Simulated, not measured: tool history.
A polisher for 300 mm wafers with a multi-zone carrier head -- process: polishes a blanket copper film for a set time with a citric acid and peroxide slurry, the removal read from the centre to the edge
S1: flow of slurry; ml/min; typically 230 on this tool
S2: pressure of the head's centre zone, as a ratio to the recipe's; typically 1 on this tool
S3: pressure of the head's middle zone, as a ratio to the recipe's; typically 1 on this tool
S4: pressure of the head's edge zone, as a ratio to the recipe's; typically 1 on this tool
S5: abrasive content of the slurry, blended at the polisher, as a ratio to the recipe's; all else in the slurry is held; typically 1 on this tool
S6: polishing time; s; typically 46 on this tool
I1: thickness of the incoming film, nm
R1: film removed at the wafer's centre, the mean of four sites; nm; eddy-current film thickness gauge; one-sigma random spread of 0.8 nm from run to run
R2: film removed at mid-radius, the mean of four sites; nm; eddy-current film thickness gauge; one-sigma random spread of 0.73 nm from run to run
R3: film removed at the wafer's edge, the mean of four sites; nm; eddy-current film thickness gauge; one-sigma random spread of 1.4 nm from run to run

{"run": 1, "hour": 0.0, "S1": 230, "S2": 1, "S3": 1, "S4": 1, "S5": 1.3, "S6": 52, "I1": 1060.9, "R1": 112.8, "R2": 107.6, "R3": 111.5}
{"run": 2, "hour": 32.9, "S1": 230, "S2": 1, "S3": 1.09, "S4": 1, "S5": 1, "S6": 41, "I1": 1058.6, "R1": 84.1, "R2": 87.4, "R3": 81.8}
{"run": 3, "hour": 87.9, "S1": 230, "S2": 1, "S3": 1, "S4": 0.97, "S5": 1, "S6": 30, "I1": 1088.6, "R1": 60.9, "R2": 59.8, "R3": 59.2}
{"run": 4, "hour": 155.6, "S1": 230, "S2": 1, "S3": 1, "S4": 1, "S5": 1, "S6": 40, "I1": 1102.7, "R1": 80.9, "R2": 80.3, "R3": 81.2}
{"run": 5, "hour": 226.9, "S1": 230, "S2": 1, "S3": 1, "S4": 1, "S5": 1, "S6": 46, "I1": 1087, "R1": 92.8, "R2": 93.1, "R3": 93.1}
{"run": 6, "hour": 287.2, "S1": 280, "S2": 1.06, "S3": 1, "S4": 1.09, "S5": 1, "S6": 39, "I1": 1062.7, "R1": 83.3, "R2": 78.9, "R3": 81.5}
{"run": 7, "hour": 354.1, "S1": 230, "S2": 1, "S3": 1, "S4": 1.08, "S5": 1, "S6": 46, "I1": 1079.8, "R1": 92.9, "R2": 92, "R3": 98.2}
{"run": 8, "hour": 394.1, "S1": 230, "S2": 1, "S3": 1, "S4": 1, "S5": 1, "S6": 46, "I1": 1078.8, "R1": 92.1, "R2": 91.9, "R3": 92.8}
{"run": 9, "hour": 443.8, "S1": 230, "S2": 1, "S3": 1, "S4": 1, "S5": 1, "S6": 46, "I1": 1080.3, "R1": 91.2, "R2": 92.8, "R3": 93.1}
{"run": 10, "hour": 493.3, "S1": 280, "S2": 1.11, "S3": 0.88, "S4": 1, "S5": 0.75, "S6": 46, "I1": 1074.8, "R1": 97.9, "R2": 84.4, "R3": 89.7}
{"run": 11, "hour": 551.1, "S1": 185, "S2": 1.07, "S3": 1, "S4": 1, "S5": 1.25, "S6": 46, "I1": 1095.8, "R1": 98.4, "R2": 94.1, "R3": 95.2}
{"run": 12, "hour": 583.5, "S1": 205, "S2": 1, "S3": 0.96, "S4": 1, "S5": 1, "S6": 31, "I1": 1080.2, "R1": 61.4, "R2": 59.2, "R3": 61.7}
{"run": 13, "hour": 632.6, "S1": 230, "S2": 1, "S3": 1, "S4": 1, "S5": 1, "S6": 46, "I1": 1081.3, "R1": 90.6, "R2": 92.3, "R3": 92.7}
{"run": 14, "hour": 845.4, "S1": 230, "S2": 1.1, "S3": 1, "S4": 0.89, "S5": 1.15, "S6": 58, "I1": 1075.4, "R1": 126.5, "R2": 118.5, "R3": 116.6}
{"run": 15, "hour": 914.3, "S1": 230, "S2": 0.93, "S3": 1, "S4": 1, "S5": 1, "S6": 50, "I1": 1079.6, "R1": 93.5, "R2": 99.7, "R3": 100.4}
{"run": 16, "hour": 977.7, "S1": 230, "S2": 0.95, "S3": 0.91, "S4": 0.91, "S5": 1, "S6": 38, "I1": 1086.1, "R1": 72.4, "R2": 73.4, "R3": 73.4}
{"run": 17, "hour": 1011.1, "S1": 230, "S2": 0.91, "S3": 1.11, "S4": 1, "S5": 1, "S6": 38, "I1": 1060.7, "R1": 70.3, "R2": 79.7, "R3": 77.2}
{"run": 18, "hour": 1043.6, "S1": 230, "S2": 0.95, "S3": 1, "S4": 0.94, "S5": 1.1, "S6": 56, "I1": 1096.8, "R1": 108.1, "R2": 114.7, "R3": 109.7}
{"run": 19, "hour": 1103.8, "S1": 230, "S2": 1, "S3": 1.04, "S4": 1, "S5": 1, "S6": 41, "I1": 1087.9, "R1": 80.8, "R2": 82.8, "R3": 83}
{"run": 20, "hour": 1156.3, "S1": 230, "S2": 1, "S3": 1, "S4": 1, "S5": 1, "S6": 46, "I1": 1089, "R1": 90.8, "R2": 92.7, "R3": 92.7}
{"run": 21, "hour": 1224.4, "S1": 305, "S2": 1.12, "S3": 1, "S4": 1.04, "S5": 1, "S6": 46, "I1": 1092.9, "R1": 105.6, "R2": 94.4, "R3": 95.5}
{"run": 22, "hour": 1256.8, "S1": 230, "S2": 1, "S3": 1, "S4": 1, "S5": 1, "S6": 46, "I1": 1094.3, "R1": 94.1, "R2": 92.9, "R3": 91.5}

Put back what was entered between runs (6 entries, withheld): which listed runs does each sit between, and how does the hidden state differ from the listed run before to the listed run after?
Runs 3 to 4: slurry nozzle cleaned (hour 148.2)
  deviation of the centre zone's pressure from its setpoint, %: -1.49 -> -2.11
  measured value less the no-hidden-state value, R1: -0.9 -> -1.7 nm
Runs 6 to 7: carrier head's membrane replaced by a new one, of another model than before (hour 296.3)
  deviation of the centre zone's pressure from its setpoint, %: -3.07 -> -3.46
  measured value less the no-hidden-state value, R1: -2.6 -> -2.5 nm
Runs 10 to 11: worn pad replaced by a new one (hour 517.9)
  deviation of the centre zone's pressure from its setpoint, %: -4.11 -> -4.32
  measured value less the no-hidden-state value, R1: -3.1 -> -3.2 nm
Runs 13 to 14: slurry nozzle cleaned (hour 786.7)
  deviation of the centre zone's pressure from its setpoint, %: -4.58 -> -5.07
  measured value less the no-hidden-state value, R1: -3.2 -> -4.9 nm
Runs 16 to 17: worn pad replaced by a new one (hour 1008.7)
  deviation of the centre zone's pressure from its setpoint, %: -5.28 -> -5.32
  measured value less the no-hidden-state value, R1: -2.9 -> -2.9 nm
Runs 20 to 21: centre zone pressure recalibrated (hour 1183.4)
  deviation of the centre zone's pressure from its setpoint, %: -5.47 -> -0.738
  measured value less the no-hidden-state value, R1: -3.8 -> -0.5 nm

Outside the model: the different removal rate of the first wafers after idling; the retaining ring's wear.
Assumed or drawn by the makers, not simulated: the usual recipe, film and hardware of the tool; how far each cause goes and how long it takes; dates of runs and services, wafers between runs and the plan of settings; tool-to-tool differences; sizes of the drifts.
